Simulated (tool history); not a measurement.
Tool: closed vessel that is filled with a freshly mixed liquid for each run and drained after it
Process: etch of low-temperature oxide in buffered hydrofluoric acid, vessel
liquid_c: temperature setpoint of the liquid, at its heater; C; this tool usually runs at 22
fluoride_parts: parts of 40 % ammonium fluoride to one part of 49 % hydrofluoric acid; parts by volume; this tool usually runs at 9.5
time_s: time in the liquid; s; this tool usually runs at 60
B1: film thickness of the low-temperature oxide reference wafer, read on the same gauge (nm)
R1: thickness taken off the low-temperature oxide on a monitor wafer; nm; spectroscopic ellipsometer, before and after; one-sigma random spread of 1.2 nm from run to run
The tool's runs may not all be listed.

Run 1, hour 0: usual settings; B1 49.99. Result: R1 282.55 nm.
Run 2, hour 35: usual settings; B1 49.97. Result: R1 283.06 nm.
Run 3, hour 102.3: usual settings; B1 49.97. Result: R1 282.48 nm.
Run 4, hour 132.8: usual settings but liquid_c 25.5 C, fluoride_parts 7 parts by volume; B1 49.99. Result: R1 456.16 nm.
At hour 201.6: hydrofluoric acid flow meter replaced.
Run 5, hour 204.7: usual settings; B1 50. Result: R1 292 nm.
Run 6, hour 262.4: usual settings; B1 49.99. Result: R1 289.9 nm.
Run 7, hour 295.3: usual settings; B1 49.99. Result: R1 292.83 nm.
Run 8, hour 327.5: usual settings; B1 50.01. Result: R1 292.23 nm.
Run 9, hour 360.5: usual settings but time_s 50 s; B1 50.01. Result: R1 243.03 nm.
Run 10, hour 416.3: usual settings; B1 50.01. Result: R1 290.44 nm.
Run 11, hour 482.7: usual settings but liquid_c 24 C, time_s 85 s; B1 50. Result: R1 459.45 nm.
Run 12, hour 528.3: usual settings but liquid_c 26.5 C, time_s 40 s; B1 49.98. Result: R1 246.64 nm.
Run 13, hour 593.5: usual settings but liquid_c 24.5 C, time_s 35 s; B1 50. Result: R1 192.04 nm.
Run 14, hour 626.5: usual settings; B1 50. Result: R1 289.28 nm.
Run 15, hour 690.5: usual settings; B1 49.96. Result: R1 290.21 nm.
Run 16, hour 726.5: usual settings but liquid_c 26.5 C, fluoride_parts 8 parts by volume, time_s 80 s; B1 50. Result: R1 569.73 nm.
Run 17, hour 787.9: usual settings but liquid_c 25 C, fluoride_parts 7.5 parts by volume, time_s 90 s; B1 49.97. Result: R1 632.36 nm.
Run 18, hour 848.8: usual settings but liquid_c 18.5 C, fluoride_parts 12.5 parts by volume, time_s 35 s; B1 49.99. Result: R1 106.39 nm.
Run 19, hour 875.9: usual settings but time_s 35 s; B1 50.02. Result: R1 168.02 nm.
At hour 878.2: thermometer replaced.
Run 20, hour 927.6: usual settings but time_s 50 s; B1 50. Result: R1 241.01 nm.
At hour 928.3: gauge calibrated.
Run 21, hour 975: usual settings but liquid_c 26.5 C, fluoride_parts 7.5 parts by volume, time_s 40 s; B1 49.99. Result: R1 306.47 nm.
Run 22, hour 1037.2: usual settings but liquid_c 27 C, fluoride_parts 13 parts by volume; B1 49.99. Result: R1 280.16 nm.
Run 23, hour 1078.3: usual settings but fluoride_parts 7 parts by volume; B1 50. Result: R1 381.28 nm.
Run 24, hour 1114.7: usual settings but liquid_c 24.5 C, time_s 35 s; B1 50. Result: R1 191.12 nm.
Run 25, hour 1177.2: usual settings but fluoride_parts 12 parts by volume, time_s 40 s; B1 50.01. Result: R1 153.86 nm.
Run 26, hour 1213.3: usual settings but liquid_c 20.5 C, time_s 30 s; B1 49.98. Result: R1 131.74 nm.
Run 27, hour 1242.1: usual settings but fluoride_parts 7.5 parts by volume; B1 50. Result: R1 356.11 nm.
Run 28, hour 1304.8: usual settings but liquid_c 23.5 C, fluoride_parts 11 parts by volume, time_s 45 s; B1 50.01. Result: R1 203.13 nm.
Run 29, hour 1359.6: usual settings but liquid_c 18 C; B1 50. Result: R1 227.02 nm.
Run 30, hour 1417.9: usual settings but liquid_c 26 C; B1 50. Result: R1 354.55 nm.
Run 31, hour 1475.4: usual settings; B1 50. Result: R1 285.29 nm.

Forecast each of these 5 alternatives for the next run:
Run A, hour 1476.1: usual settings but time_s 45 s; B1 ?. Result: R1 ?.
Run B, hour 1476.1: usual settings but fluoride_parts 6 parts by volume, time_s 90 s; B1 ?. Result: R1 ?.
Run C, hour 1476.1: usual settings but fluoride_parts 11.5 parts by volume, time_s 30 s; B1 ?. Result: R1 ?.
Run D, hour 1476.1: usual settings but liquid_c 19.5 C, fluoride_parts 7.5 parts by volume, time_s 50 s; B1 ?. Result: R1 ?.
Run E, hour 1476.1: usual settings but fluoride_parts 12 parts by volume, time_s 35 s; B1 ?. Result: R1 ?.

run     B1      R1
  A  50.01  215.58
  B  50.01  661.77
  C  50.01  119.43
  D  50.01  257.13
  E  50.01  133.66
Had the tool no hidden state, the same runs would have come out as:
run      R1
  A  222.17
  B  689.74
  C  125.14
  D  270.77
  E  140.05
